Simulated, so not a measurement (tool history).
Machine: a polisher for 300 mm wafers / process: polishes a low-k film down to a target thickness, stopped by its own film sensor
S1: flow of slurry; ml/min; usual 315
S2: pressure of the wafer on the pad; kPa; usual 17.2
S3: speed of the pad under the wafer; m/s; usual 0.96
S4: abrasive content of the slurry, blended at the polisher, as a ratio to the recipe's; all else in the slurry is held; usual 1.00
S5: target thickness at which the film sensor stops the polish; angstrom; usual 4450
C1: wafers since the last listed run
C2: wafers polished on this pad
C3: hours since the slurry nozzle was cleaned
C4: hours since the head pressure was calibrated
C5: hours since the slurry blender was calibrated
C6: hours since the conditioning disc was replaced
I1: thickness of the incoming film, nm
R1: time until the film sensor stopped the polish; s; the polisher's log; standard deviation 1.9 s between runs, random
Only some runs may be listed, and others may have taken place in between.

{"run": 1, "hour": 0.0, "S1": 315, "S2": 17.2, "S3": 0.96, "S4": 0.9, "S5": 4450, "C1": 0, "C2": 1619, "C3": 281.8, "C4": 1369.0, "C5": 323.6, "C6": 216.7, "I1": 510.2, "R1": 123.7}
{"run": 2, "hour": 93.7, "S1": 315, "S2": 17.2, "S3": 0.96, "S4": 0.9, "S5": 4450, "C1": 741, "C2": 2361, "C3": 375.5, "C4": 1462.7, "C5": 417.3, "C6": 310.4, "I1": 509.7, "R1": 125.5}
{"hour": 131.4, "done": "head pressure recalibrated"}
{"hour": 153.6, "done": "slurry nozzle cleaned"}
{"hour": 160.1, "done": "slurry blender recalibrated"}
{"hour": 190.3, "done": "worn pad replaced by a new one"}
{"hour": 219.4, "done": "conditioning disc replaced and pad reconditioned"}
{"run": 3, "hour": 402.7, "S1": 315, "S2": 17.2, "S3": 0.96, "S4": 0.8, "S5": 4450, "C1": 2358, "C2": 1665, "C3": 249.1, "C4": 271.3, "C5": 242.6, "C6": 183.3, "I1": 508.0, "R1": 129.7}
{"run": 4, "hour": 500.9, "S1": 315, "S2": 17.2, "S3": 0.96, "S4": 0.8, "S5": 4450, "C1": 777, "C2": 2442, "C3": 347.3, "C4": 369.5, "C5": 340.8, "C6": 281.5, "I1": 503.4, "R1": 121.0}
{"hour": 569.1, "done": "slurry nozzle cleaned"}
{"hour": 575.7, "done": "worn pad replaced by a new one"}
{"hour": 578.5, "done": "conditioning disc replaced and pad reconditioned"}
{"run": 5, "hour": 584.9, "S1": 315, "S2": 17.2, "S3": 0.96, "S4": 0.8, "S5": 4450, "C1": 609, "C2": 56, "C3": 15.8, "C4": 453.5, "C5": 424.8, "C6": 6.4, "I1": 501.7, "R1": 112.6}
{"run": 6, "hour": 660.5, "S1": 315, "S2": 17.2, "S3": 0.96, "S4": 0.75, "S5": 4450, "C1": 598, "C2": 654, "C3": 91.4, "C4": 529.1, "C5": 500.4, "C6": 82.0, "I1": 505.0, "R1": 126.9}
{"hour": 672.1, "done": "slurry blender recalibrated"}
{"run": 7, "hour": 756.6, "S1": 315, "S2": 17.2, "S3": 0.96, "S4": 1.0, "S5": 4450, "C1": 744, "C2": 1399, "C3": 187.5, "C4": 625.2, "C5": 84.5, "C6": 178.1, "I1": 518.1, "R1": 133.2}
{"run": 8, "hour": 797.9, "S1": 315, "S2": 17.2, "S3": 0.96, "S4": 1.0, "S5": 4450, "C1": 326, "C2": 1726, "C3": 228.8, "C4": 666.5, "C5": 125.8, "C6": 219.4, "I1": 510.2, "R1": 117.1}
{"run": 9, "hour": 885.4, "S1": 315, "S2": 17.2, "S3": 0.96, "S4": 1.0, "S5": 4450, "C1": 692, "C2": 2419, "C3": 316.3, "C4": 754.0, "C5": 213.3, "C6": 306.9, "I1": 512.4, "R1": 120.1}
{"hour": 950.7, "done": "worn pad replaced by a new one"}
{"hour": 971.2, "done": "slurry nozzle cleaned"}
{"run": 10, "hour": 976.3, "S1": 315, "S2": 17.2, "S3": 0.96, "S4": 1.0, "S5": 4450, "C1": 679, "C2": 194, "C3": 5.1, "C4": 844.9, "C5": 304.2, "C6": 397.8, "I1": 508.1, "R1": 116.2}
{"hour": 1025.0, "done": "conditioning disc replaced and pad reconditioned"}
{"run": 11, "hour": 1029.6, "S1": 315, "S2": 17.2, "S3": 0.96, "S4": 1.0, "S5": 4450, "C1": 406, "C2": 600, "C3": 58.4, "C4": 898.2, "C5": 357.5, "C6": 4.6, "I1": 508.6, "R1": 115.4}
{"run": 12, "hour": 1116.1, "S1": 315, "S2": 17.2, "S3": 0.96, "S4": 1.0, "S5": 4450, "C1": 684, "C2": 1284, "C3": 144.9, "C4": 984.7, "C5": 444.0, "C6": 91.1, "I1": 506.2, "R1": 112.5}
{"hour": 1132.7, "done": "slurry blender recalibrated"}
{"run": 13, "hour": 1208.1, "S1": 315, "S2": 17.2, "S3": 0.96, "S4": 1.0, "S5": 4330, "C1": 712, "C2": 1997, "C3": 236.9, "C4": 1076.7, "C5": 75.4, "C6": 183.1, "I1": 507.5, "R1": 135.8}
{"run": 14, "hour": 1288.7, "S1": 315, "S2": 12.4, "S3": 0.66, "S4": 1.0, "S5": 4300, "C1": 637, "C2": 2635, "C3": 317.5, "C4": 1157.3, "C5": 156.0, "C6": 263.7, "I1": 501.9, "R1": 224.9}
{"run": 15, "hour": 1348.8, "S1": 250, "S2": 20.7, "S3": 1.14, "S4": 1.0, "S5": 4530, "C1": 475, "C2": 3110, "C3": 377.6, "C4": 1217.4, "C5": 216.1, "C6": 323.8, "I1": 514.2, "R1": 86.9}
{"hour": 1369.5, "done": "slurry nozzle cleaned"}
{"hour": 1377.5, "done": "conditioning disc replaced and pad reconditioned"}
{"hour": 1387.8, "done": "worn pad replaced by a new one"}
{"run": 16, "hour": 1432.9, "S1": 315, "S2": 13.8, "S3": 0.96, "S4": 0.85, "S5": 4370, "C1": 610, "C2": 356, "C3": 63.4, "C4": 1301.5, "C5": 300.2, "C6": 55.4, "I1": 520.2, "R1": 191.8}
{"hour": 1497.9, "done": "head pressure recalibrated"}
{"run": 17, "hour": 1502.1, "S1": 315, "S2": 17.2, "S3": 0.96, "S4": 1.15, "S5": 4620, "C1": 531, "C2": 888, "C3": 132.6, "C4": 4.2, "C5": 369.4, "C6": 124.6, "I1": 509.3, "R1": 81.0}
{"hour": 1565.5, "done": "slurry blender recalibrated"}
{"run": 18, "hour": 1568.1, "S1": 315, "S2": 17.2, "S3": 0.96, "S4": 0.9, "S5": 4450, "C1": 506, "C2": 1395, "C3": 198.6, "C4": 70.2, "C5": 2.6, "C6": 190.6, "I1": 514.3, "R1": 129.7}
{"run": 19, "hour": 1625.9, "S1": 315, "S2": 17.2, "S3": 0.96, "S4": 1.0, "S5": 4330, "C1": 457, "C2": 1852, "C3": 256.4, "C4": 128.0, "C5": 60.4, "C6": 248.4, "I1": 509.6, "R1": 139.7}
{"run": 20, "hour": 1722.2, "S1": 315, "S2": 11.0, "S3": 0.62, "S4": 0.7, "S5": 4270, "C1": 762, "C2": 2614, "C3": 352.7, "C4": 224.3, "C5": 156.7, "C6": 344.7, "I1": 510.4, "R1": 346.2}
{"hour": 1758.1, "done": "slurry nozzle cleaned"}
{"hour": 1765.1, "done": "conditioning disc replaced and pad reconditioned"}
{"run": 21, "hour": 1813.5, "S1": 315, "S2": 17.2, "S3": 0.74, "S4": 1.0, "S5": 4450, "C1": 698, "C2": 3313, "C3": 55.4, "C4": 315.6, "C5": 248.0, "C6": 48.4, "I1": 505.7, "R1": 134.1}
{"hour": 1828.7, "done": "worn pad replaced by a new one"}
{"run": 22, "hour": 1884.1, "S1": 315, "S2": 17.2, "S3": 0.96, "S4": 1.0, "S5": 4330, "C1": 527, "C2": 438, "C3": 126.0, "C4": 386.2, "C5": 318.6, "C6": 119.0, "I1": 511.5, "R1": 140.0}
{"run": 23, "hour": 1930.0, "S1": 380, "S2": 17.2, "S3": 0.96, "S4": 1.2, "S5": 4450, "C1": 363, "C2": 801, "C3": 171.9, "C4": 432.1, "C5": 364.5, "C6": 164.9, "I1": 510.3, "R1": 108.1}
{"run": 24, "hour": 2003.1, "S1": 315, "S2": 17.2, "S3": 0.96, "S4": 1.0, "S5": 4450, "C1": 578, "C2": 1380, "C3": 245.0, "C4": 505.2, "C5": 437.6, "C6": 238.0, "I1": 507.4, "R1": 114.5}

Describe how what the log doesn't record of the tool's condition differs between the last listed run preceding each entry between runs and the first listed run following it.
Runs 2 to 3: head pressure recalibrated (hour 131.4); slurry nozzle cleaned (hour 153.6); slurry blender recalibrated (hour 160.1); worn pad replaced by a new one (hour 190.3); conditioning disc replaced and pad reconditioned (hour 219.4)
  the hidden state is the same at both runs
Runs 4 to 5: slurry nozzle cleaned (hour 569.1); worn pad replaced by a new one (hour 575.7); conditioning disc replaced and pad reconditioned (hour 578.5)
  the hidden state is the same at both runs
Runs 6 to 7: slurry blender recalibrated (hour 672.1)
  the hidden state is the same at both runs
Runs 9 to 10: worn pad replaced by a new one (hour 950.7); slurry nozzle cleaned (hour 971.2)
  the hidden state is the same at both runs
Runs 10 to 11: conditioning disc replaced and pad reconditioned (hour 1025.0)
  the hidden state is the same at both runs
Runs 12 to 13: slurry blender recalibrated (hour 1132.7)
  the hidden state is the same at both runs
Runs 15 to 16: slurry nozzle cleaned (hour 1369.5); conditioning disc replaced and pad reconditioned (hour 1377.5); worn pad replaced by a new one (hour 1387.8)
  the hidden state is the same at both runs
Runs 16 to 17: head pressure recalibrated (hour 1497.9)
  the hidden state is the same at both runs
Runs 17 to 18: slurry blender recalibrated (hour 1565.5)
  the hidden state is the same at both runs
Runs 20 to 21: slurry nozzle cleaned (hour 1758.1); conditioning disc replaced and pad reconditioned (hour 1765.1)
  the hidden state is the same at both runs
Runs 21 to 22: worn pad replaced by a new one (hour 1828.7)
  the hidden state is the same at both runs
